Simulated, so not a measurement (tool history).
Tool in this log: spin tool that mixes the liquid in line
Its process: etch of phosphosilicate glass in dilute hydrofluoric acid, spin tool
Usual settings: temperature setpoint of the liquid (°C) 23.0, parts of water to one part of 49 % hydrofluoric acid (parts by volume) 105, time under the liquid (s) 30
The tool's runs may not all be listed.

run	hour	temperature setpoint of the liquid (°C)	parts of water to one part of 49 % hydrofluoric acid (parts by volume)	time under the liquid (s)	read-back film thickness of the phosphosilicate glass reference wafer, read on the same gauge (nm)	thickness taken off the phosphosilicate glass on a monitor wafer (Å)
1	0.0	22.0	105	30	150.01	226.6
2	24.7	22.0	105	30	150.00	227.1
3	53.6	23.0	105	30	150.00	235.2
4	82.3	23.0	105	30	150.00	236.9
5	144.3	25.0	105	30	150.00	260.0
6	185.7	23.0	105	30	150.00	240.8
7	222.3	23.0	105	30	150.01	238.1
8	250.0	23.0	105	30	149.99	240.8
9	284.4	23.0	105	30	150.00	241.8
# hour 286.4: gauge calibrated
10	311.9	23.0	140	30	150.01	171.9
11	368.9	26.5	125	40	150.00	300.6
12	428.8	23.0	120	25	150.00	174.1
# hour 459.7: thermometer replaced
13	475.4	23.0	105	30	150.02	220.1
14	531.3	23.0	105	30	149.99	219.4
15	556.1	25.0	120	15	150.01	101.0
# hour 581.6: hydrofluoric acid flow meter replaced
16	616.1	19.0	105	20	150.01	127.0
17	649.9	23.0	135	30	149.99	167.7
18	692.5	23.0	105	45	150.00	334.2
19	731.0	24.5	60	45	149.98	662.4
20	794.3	24.5	105	30	150.01	235.3

Each row is a separate what-if for the run after 20, all from the same tool condition, not one after another. Results?
A	794.7	23.0	105	30	?	?
B	794.7	23.0	60	30	?	?
C	794.7	18.5	60	45	?	?
D	794.7	23.0	105	15	?	?

run	read-back film thickness of the phosphosilicate glass reference wafer, read on the same gauge (nm)	thickness taken off the phosphosilicate glass on a monitor wafer (Å)
A	150.00	224.8
B	150.00	416.3
C	150.00	517.9
D	150.00	112.4
With no hidden state in the tool, these same runs would have given:
run	thickness taken off the phosphosilicate glass on a monitor wafer (Å)
A	216.6
B	400.6
C	497.6
D	108.3
